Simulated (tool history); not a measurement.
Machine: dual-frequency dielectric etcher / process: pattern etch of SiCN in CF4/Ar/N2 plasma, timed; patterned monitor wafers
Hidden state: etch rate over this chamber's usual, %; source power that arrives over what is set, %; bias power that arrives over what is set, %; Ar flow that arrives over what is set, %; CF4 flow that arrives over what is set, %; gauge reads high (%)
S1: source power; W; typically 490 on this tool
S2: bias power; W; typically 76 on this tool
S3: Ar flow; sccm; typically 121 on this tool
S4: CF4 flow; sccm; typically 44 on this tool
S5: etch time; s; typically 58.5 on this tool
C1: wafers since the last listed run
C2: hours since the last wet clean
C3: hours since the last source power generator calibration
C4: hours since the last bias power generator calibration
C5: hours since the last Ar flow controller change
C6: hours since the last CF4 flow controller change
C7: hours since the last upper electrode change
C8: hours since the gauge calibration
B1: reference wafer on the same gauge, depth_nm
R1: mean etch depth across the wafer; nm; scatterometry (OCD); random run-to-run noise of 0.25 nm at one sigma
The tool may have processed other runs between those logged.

run 1 hour=0 | S1=490 S2=76 S3=121 S4=44 S5=58.5 | C1=0 C2=446.4 C3=4518 C4=3507.7 C5=3482.1 C6=0.5 C7=18.1 C8=137.2 | B1=40.86 | R1=46.25
-- hour=10 Ar flow controller replaced
-- hour=30.2 source power generator calibrated
run 2 hour=30.7 | S1=490 S2=76 S3=121 S4=44 S5=58.5 | C1=132 C2=477.1 C3=0.5 C4=3538.4 C5=20.7 C6=31.2 C7=48.8 C8=167.9 | B1=40.91 | R1=45.55
run 3 hour=54 | S1=490 S2=76 S3=121 S4=44 S5=58.5 | C1=149 C2=500.4 C3=23.8 C4=3561.7 C5=44 C6=54.5 C7=72.1 C8=191.2 | B1=40.91 | R1=45.5
run 4 hour=66.4 | S1=490 S2=76 S3=121 S4=44 S5=58.5 | C1=79 C2=512.8 C3=36.2 C4=3574.1 C5=56.4 C6=66.9 C7=84.5 C8=203.6 | B1=40.88 | R1=45.63
run 5 hour=85.6 | S1=490 S2=76 S3=121 S4=44 S5=58.5 | C1=123 C2=532 C3=55.4 C4=3593.3 C5=75.6 C6=86.1 C7=103.7 C8=222.8 | B1=40.93 | R1=45.52
run 6 hour=102.6 | S1=490 S2=76 S3=121 S4=44 S5=58.5 | C1=109 C2=549 C3=72.4 C4=3610.3 C5=92.6 C6=103.1 C7=120.7 C8=239.8 | B1=40.93 | R1=45.67
run 7 hour=120.6 | S1=490 S2=57 S3=149 S4=44 S5=58.5 | C1=115 C2=567 C3=90.4 C4=3628.3 C5=110.6 C6=121.1 C7=138.7 C8=257.8 | B1=40.99 | R1=41.82
run 8 hour=150.6 | S1=490 S2=76 S3=121 S4=44 S5=68 | C1=192 C2=597 C3=120.4 C4=3658.3 C5=140.6 C6=151.1 C7=168.7 C8=287.8 | B1=40.93 | R1=52.38
run 9 hour=170.1 | S1=490 S2=93 S3=149 S4=37 S5=46.5 | C1=125 C2=616.5 C3=139.9 C4=3677.8 C5=160.1 C6=170.6 C7=188.2 C8=307.3 | B1=40.88 | R1=36.09
-- hour=205.7 wet clean of the chamber
run 10 hour=206.2 | S1=490 S2=76 S3=121 S4=44 S5=63.5 | C1=77 C2=0.5 C3=176 C4=3713.9 C5=196.2 C6=206.7 C7=224.3 C8=343.4 | B1=40.9 | R1=51.08
run 11 hour=206.6 | S1=580 S2=76 S3=121 S4=44 S5=69.5 | C1=2 C2=0.9 C3=176.4 C4=3714.3 C5=196.6 C6=207.1 C7=224.7 C8=343.8 | B1=40.96 | R1=62.73
run 12 hour=229.3 | S1=490 S2=76 S3=121 S4=44 S5=51.5 | C1=145 C2=23.6 C3=199.1 C4=3737 C5=219.3 C6=229.8 C7=247.4 C8=366.5 | B1=40.88 | R1=41.73
-- hour=250.7 gauge calibrated
run 13 hour=263.6 | S1=490 S2=76 S3=121 S4=44 S5=58.5 | C1=220 C2=57.9 C3=233.4 C4=3771.3 C5=253.6 C6=264.1 C7=281.7 C8=12.9 | B1=40.9 | R1=46.9
-- hour=285.6 bias power generator calibrated
run 14 hour=296.3 | S1=590 S2=82 S3=121 S4=44 S5=58.5 | C1=184 C2=90.6 C3=266.1 C4=10.7 C5=286.3 C6=296.8 C7=314.4 C8=45.6 | B1=40.93 | R1=54.05
run 15 hour=316.3 | S1=490 S2=76 S3=111 S4=44 S5=58.5 | C1=128 C2=110.6 C3=286.1 C4=30.7 C5=306.3 C6=316.8 C7=334.4 C8=65.6 | B1=40.9 | R1=47.58
run 16 hour=336.1 | S1=430 S2=76 S3=146 S4=34 S5=45.5 | C1=127 C2=130.4 C3=305.9 C4=50.5 C5=326.1 C6=336.6 C7=354.2 C8=85.4 | B1=40.89 | R1=31.9
run 17 hour=353.7 | S1=600 S2=76 S3=121 S4=44 S5=53.5 | C1=113 C2=148 C3=323.5 C4=68.1 C5=343.7 C6=354.2 C7=371.8 C8=103 | B1=40.92 | R1=48.36
run 18 hour=376 | S1=490 S2=76 S3=121 S4=44 S5=58.5 | C1=143 C2=170.3 C3=345.8 C4=90.4 C5=366 C6=376.5 C7=394.1 C8=125.3 | B1=40.91 | R1=46.95
run 19 hour=405.1 | S1=410 S2=76 S3=150 S4=44 S5=58.5 | C1=186 C2=199.4 C3=374.9 C4=119.5 C5=395.1 C6=405.6 C7=423.2 C8=154.4 | B1=40.91 | R1=41.13

Run 20 comes next. What will it give?
run 20 hour=419.3 | S1=490 S2=76 S3=99 S4=50 S5=58.5 | C1=91 C2=213.6 C3=389.1 C4=133.7 C5=409.3 C6=419.8 C7=437.4 C8=168.6 | B1=? | R1=?

B1: 40.95
R1: 49.01 nm
On a tool with no hidden condition, and with the same random variation, this run would have come out at R1 49.45 nm.
